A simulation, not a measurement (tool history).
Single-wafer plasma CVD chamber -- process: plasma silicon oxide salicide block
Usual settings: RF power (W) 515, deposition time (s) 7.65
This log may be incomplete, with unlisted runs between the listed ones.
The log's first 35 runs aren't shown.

run    hour  RF power (W)  deposition time (s)  read-back reference wafer on the same gauge, thickness_nm  mean film thickness on the monitor wafer (angstrom)
 36  1109.1           445                 7.21                                                     80.900                                               659.11
 37  1148.6           430                 8.59                                                     80.896                                               779.52
 38  1173.0           515                 7.65                                                     80.870                                               713.12
 39  1202.6           515                 7.65                                                     80.908                                               712.10
 40  1238.6           515                 7.65                                                     80.901                                               714.89
 41  1259.8           515                 7.65                                                     80.920                                               713.72
 42  1294.0           430                 6.72                                                     80.927                                               609.39
 43  1311.1           445                 8.43                                                     80.918                                               768.03

Consider 5 possible next runs. They are alternatives, not a sequence: every one starts from the tool as it was left by run 43. What does each give?
  A  1311.5           515                 7.65                                                          ?                                                    ?
  B  1311.5           600                 6.59                                                          ?                                                    ?
  C  1311.5           515                 8.19                                                          ?                                                    ?
  D  1311.5           550                 8.33                                                          ?                                                    ?
  E  1311.5           555                 9.00                                                          ?                                                    ?

run  read-back reference wafer on the same gauge, thickness_nm  mean film thickness on the monitor wafer (angstrom)
  A                                                     80.894                                               712.93
  B                                                     80.894                                               630.87
  C                                                     80.894                                               763.25
  D                                                     80.894                                               785.17
  E                                                     80.894                                               849.67
Stripped of hidden state, with their random variation kept, the same runs would have yielded:
run  mean film thickness on the monitor wafer (angstrom)
  A                                               721.76
  B                                               638.68
  C                                               772.70
  D                                               794.89
  E                                               860.19
